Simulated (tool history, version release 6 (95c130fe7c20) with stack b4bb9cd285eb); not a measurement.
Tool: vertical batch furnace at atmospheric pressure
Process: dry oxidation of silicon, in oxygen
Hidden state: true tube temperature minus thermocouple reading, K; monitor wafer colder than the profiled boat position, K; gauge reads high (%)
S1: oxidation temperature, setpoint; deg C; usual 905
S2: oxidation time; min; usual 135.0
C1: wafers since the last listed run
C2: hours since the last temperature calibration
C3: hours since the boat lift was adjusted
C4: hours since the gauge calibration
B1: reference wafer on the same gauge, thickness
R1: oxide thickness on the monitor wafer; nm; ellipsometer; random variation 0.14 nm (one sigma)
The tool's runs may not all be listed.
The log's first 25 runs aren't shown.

run 26 day=75.900 | S1=881 S2=117.0 | C1=552 C2=958.5 C3=292.5 C4=991.0 | B1=33.90 | R1=24.47
run 27 day=80.288 | S1=905 S2=109.5 | C1=959 C2=1063.8 C3=397.8 C4=1096.3 | B1=33.89 | R1=30.01
run 28 day=83.942 | S1=927 S2=82.0 | C1=798 C2=1151.5 C3=485.5 C4=1184.0 | B1=33.93 | R1=30.87
run 29 day=85.925 | S1=905 S2=135.0 | C1=433 C2=1199.1 C3=533.1 C4=1231.6 | B1=33.95 | R1=34.86
run 30 day=87.875 | S1=883 S2=183.5 | C1=426 C2=1245.9 C3=579.9 C4=1278.4 | B1=33.82 | R1=33.94
run 31 day=89.625 | S1=896 S2=94.0 | C1=382 C2=1287.9 C3=621.9 C4=1320.4 | B1=33.92 | R1=24.89
run 32 day=93.696 | S1=905 S2=135.0 | C1=890 C2=1385.6 C3=719.6 C4=1418.1 | B1=33.91 | R1=35.16
run 33 day=98.167 | S1=929 S2=178.5 | C1=977 C2=1492.9 C3=826.9 C4=1525.4 | B1=33.90 | R1=54.92
run 34 day=100.975 | S1=916 S2=135.0 | C1=614 C2=1560.3 C3=894.3 C4=1592.8 | B1=33.94 | R1=39.10
run 35 day=105.450 | S1=905 S2=176.0 | C1=978 C2=1667.7 C3=1001.7 C4=1700.2 | B1=33.93 | R1=42.01
run 36 day=107.138 | S1=920 S2=181.5 | C1=368 C2=1708.2 C3=1042.2 C4=1740.7 | B1=33.93 | R1=50.69
run 37 day=111.521 | S1=898 S2=87.5 | C1=958 C2=1813.4 C3=1147.4 C4=1845.9 | B1=33.97 | R1=24.33
run 38 day=115.046 | S1=905 S2=135.0 | C1=770 C2=1898.0 C3=1232.0 C4=1930.5 | B1=33.90 | R1=34.87

Forecast each of these 4 alternatives for the next run:
run A day=115.338 | S1=905 S2=135.0 | C1=63 C2=1905.0 C3=1239.0 C4=1937.5 | B1=? | R1=?
run B day=115.338 | S1=890 S2=192.0 | C1=63 C2=1905.0 C3=1239.0 C4=1937.5 | B1=? | R1=?
run C day=115.338 | S1=923 S2=192.0 | C1=63 C2=1905.0 C3=1239.0 C4=1937.5 | B1=? | R1=?
run D day=115.338 | S1=905 S2=162.5 | C1=63 C2=1905.0 C3=1239.0 C4=1937.5 | B1=? | R1=?

run=A B1=33.88 R1=35.01
run=B B1=33.88 R1=38.02
run=C B1=33.88 R1=54.62
run=D B1=33.88 R1=39.82
Without the tool's hidden state the same runs would have given:
run=A R1=34.30
run=B R1=37.22
run=C R1=53.47
run=D R1=39.00

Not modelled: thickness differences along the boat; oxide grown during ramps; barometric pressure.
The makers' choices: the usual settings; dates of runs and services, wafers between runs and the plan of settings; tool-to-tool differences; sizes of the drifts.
